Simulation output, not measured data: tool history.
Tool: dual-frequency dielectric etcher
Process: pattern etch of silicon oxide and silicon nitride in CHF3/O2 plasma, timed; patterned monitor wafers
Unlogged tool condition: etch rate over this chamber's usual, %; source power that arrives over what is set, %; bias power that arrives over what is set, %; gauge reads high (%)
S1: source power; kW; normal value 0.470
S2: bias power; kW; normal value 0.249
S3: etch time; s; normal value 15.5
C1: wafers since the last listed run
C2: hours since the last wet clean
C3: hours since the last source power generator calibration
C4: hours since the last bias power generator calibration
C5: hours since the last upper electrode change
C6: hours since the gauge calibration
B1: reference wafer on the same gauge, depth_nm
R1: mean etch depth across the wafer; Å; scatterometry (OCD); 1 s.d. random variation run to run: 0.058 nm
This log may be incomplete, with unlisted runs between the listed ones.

run,hour,S1,S2,S3,C1,C2,C3,C4,C5,C6,B1,R1
1,0.0,0.470,0.249,15.5,0,0.5,4244.7,3625.6,2286.0,1210.3,24.10,211.2
2,60.0,0.470,0.249,15.5,1263,60.5,4304.7,3685.6,2346.0,1270.3,24.10,212.1
3,162.5,0.470,0.249,15.5,2159,163.0,4407.2,3788.1,2448.5,1372.8,24.10,212.4
4,241.0,0.470,0.249,15.5,1653,241.5,4485.7,3866.6,2527.0,1451.3,24.08,210.6
5,324.4,0.470,0.226,18.5,1756,324.9,4569.1,3950.0,2610.4,1534.7,24.08,241.7
6,363.8,0.470,0.226,18.5,830,364.3,4608.5,3989.4,2649.8,1574.1,24.10,242.5
# hour 534.7: source power generator calibrated
7,573.8,0.470,0.226,18.5,4339,574.3,39.1,4199.4,2859.8,1784.1,24.09,248.0
# hour 705.8: wet clean of the chamber
8,775.8,0.470,0.249,15.5,3749,70.0,241.1,4401.4,3061.8,1986.1,24.08,215.4
9,875.3,0.470,0.249,15.5,2096,169.5,340.6,4500.9,3161.3,2085.6,24.09,214.6
10,955.1,0.470,0.249,15.5,1681,249.3,420.4,4580.7,3241.1,2165.4,24.10,215.6
11,1033.6,0.470,0.249,15.5,1653,327.8,498.9,4659.2,3319.6,2243.9,24.09,213.7
12,1101.0,0.350,0.232,20.0,1419,395.2,566.3,4726.6,3387.0,2311.3,24.10,228.4
# hour 1124.6: gauge calibrated
13,1169.1,0.470,0.249,15.5,1434,463.3,634.4,4794.7,3455.1,44.5,24.10,214.8
14,1221.5,0.420,0.222,18.0,1103,515.7,686.8,4847.1,3507.5,96.9,24.12,223.6
# hour 1250.9: bias power generator calibrated
15,1318.2,0.470,0.269,15.5,1952,612.4,783.5,67.3,3604.2,193.6,24.11,217.2
# hour 1413.0: wet clean of the chamber
16,1413.5,0.470,0.310,17.0,1502,0.5,878.8,162.6,3699.5,288.9,24.12,251.2
17,1461.1,0.470,0.249,15.5,1002,48.1,926.4,210.2,3747.1,336.5,24.09,211.2

Run 18 is up next; what results do you expect?
# hour 1525.3: upper electrode replaced
18,1525.8,0.470,0.211,15.5,857,112.8,991.1,274.9,0.5,401.2,?,?

{"run 18": {"B1": 24.11, "R1": 198.1}}
Had the tool carried no hidden state, the very same run would have given R1 199.6 Å.
